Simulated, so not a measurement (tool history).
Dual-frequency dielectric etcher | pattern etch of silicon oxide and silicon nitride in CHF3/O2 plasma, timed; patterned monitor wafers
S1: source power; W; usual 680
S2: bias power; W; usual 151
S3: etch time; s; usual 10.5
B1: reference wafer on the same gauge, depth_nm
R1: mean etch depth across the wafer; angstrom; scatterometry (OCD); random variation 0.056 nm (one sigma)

Run 1, hour 0: usual settings; B1 17.1. Result: R1 172.2 angstrom.
Run 2, hour 17.3: usual settings but S1 720 W, S3 11.5 s; B1 17.09. Result: R1 191.4 angstrom.
Run 3, hour 36.4: usual settings but S3 9.5 s; B1 17.1. Result: R1 154.1 angstrom.
Run 4, hour 58.6: usual settings but S3 9.5 s; B1 17.09. Result: R1 155.2 angstrom.
Run 5, hour 80.4: usual settings but S1 760 W, S2 140 W; B1 17.11. Result: R1 171.7 angstrom.
Run 6, hour 96.3: usual settings but S1 760 W, S2 140 W; B1 17.11. Result: R1 172.8 angstrom.
Run 7, hour 134.7: usual settings but S1 760 W, S2 140 W; B1 17.09. Result: R1 172.5 angstrom.
Run 8, hour 153.9: usual settings; B1 17.09. Result: R1 171.7 angstrom.
Run 9, hour 188: usual settings; B1 17.11. Result: R1 171.2 angstrom.
Run 10, hour 211.8: usual settings; B1 17.11. Result: R1 171.6 angstrom.
Run 11, hour 228.5: usual settings but S1 550 W, S3 9 s; B1 17.12. Result: R1 138 angstrom.
Run 12, hour 260.9: usual settings but S1 550 W, S3 9 s; B1 17.09. Result: R1 138.5 angstrom.
Run 13, hour 297.1: usual settings; B1 17.11. Result: R1 171.9 angstrom.
Run 14, hour 326.8: usual settings but S1 590 W, S2 139 W; B1 17.11. Result: R1 160.5 angstrom.
Run 15, hour 342.1: usual settings but S1 840 W, S2 140 W, S3 9.5 s; B1 17.06. Result: R1 160.9 angstrom.
Run 16, hour 358.2: usual settings but S2 120 W; B1 17.07. Result: R1 158.3 angstrom.
Run 17, hour 384.3: usual settings; B1 17.09. Result: R1 172.2 angstrom.
Run 18, hour 407.8: usual settings; B1 17.1. Result: R1 171.4 angstrom.
Run 19, hour 433.2: usual settings but S2 179 W, S3 12.5 s; B1 17.11. Result: R1 215.5 angstrom.
Run 20, hour 464.9: usual settings but S3 13 s; B1 17.08. Result: R1 212.6 angstrom.
Run 21, hour 477.5: usual settings but S1 760 W, S2 119 W, S3 8 s; B1 17.11. Result: R1 124.7 angstrom.
Run 22, hour 509.7: usual settings but S1 630 W, S2 180 W, S3 8.5 s; B1 17.09. Result: R1 144.1 angstrom.
Run 23, hour 588.3: usual settings but S1 610 W, S2 135 W, S3 8.5 s; B1 17.1. Result: R1 129.3 angstrom.
Run 24, hour 638.2: usual settings; B1 17.08. Result: R1 172.4 angstrom.
Run 25, hour 656.5: usual settings but S1 510 W, S2 162 W; B1 17.12. Result: R1 161.7 angstrom.
Run 26, hour 673: usual settings but S1 600 W, S2 133 W, S3 9 s; B1 17.12. Result: R1 136.3 angstrom.
Run 27, hour 699.7: usual settings but S1 780 W; B1 17.09. Result: R1 177.6 angstrom.
Run 28, hour 714.7: usual settings but S1 780 W, S2 172 W; B1 17.1. Result: R1 187.5 angstrom.
Run 29, hour 738: usual settings; B1 17.12. Result: R1 171.2 angstrom.
Run 30, hour 766.4: usual settings; B1 17.1. Result: R1 171.8 angstrom.

Not shown: 6 entries that the log had between the listed runs. Between which runs, and how does the tool's hidden state differ before and after?
Between runs 6 and 7: wet clean of the chamber (hour 134.2)
  no hidden state differs between the two runs
Between runs 12 and 13: upper electrode replaced (hour 296.6)
  no hidden state differs between the two runs
Between runs 17 and 18: bias power generator calibrated (hour 407.3)
  no hidden state differs between the two runs
Between runs 20 and 21: gauge calibrated (hour 471.6)
  no hidden state differs between the two runs
Between runs 21 and 22: source power generator calibrated (hour 506.2)
  no hidden state differs between the two runs
Between runs 22 and 23: wet clean of the chamber (hour 580.2)
  no hidden state differs between the two runs

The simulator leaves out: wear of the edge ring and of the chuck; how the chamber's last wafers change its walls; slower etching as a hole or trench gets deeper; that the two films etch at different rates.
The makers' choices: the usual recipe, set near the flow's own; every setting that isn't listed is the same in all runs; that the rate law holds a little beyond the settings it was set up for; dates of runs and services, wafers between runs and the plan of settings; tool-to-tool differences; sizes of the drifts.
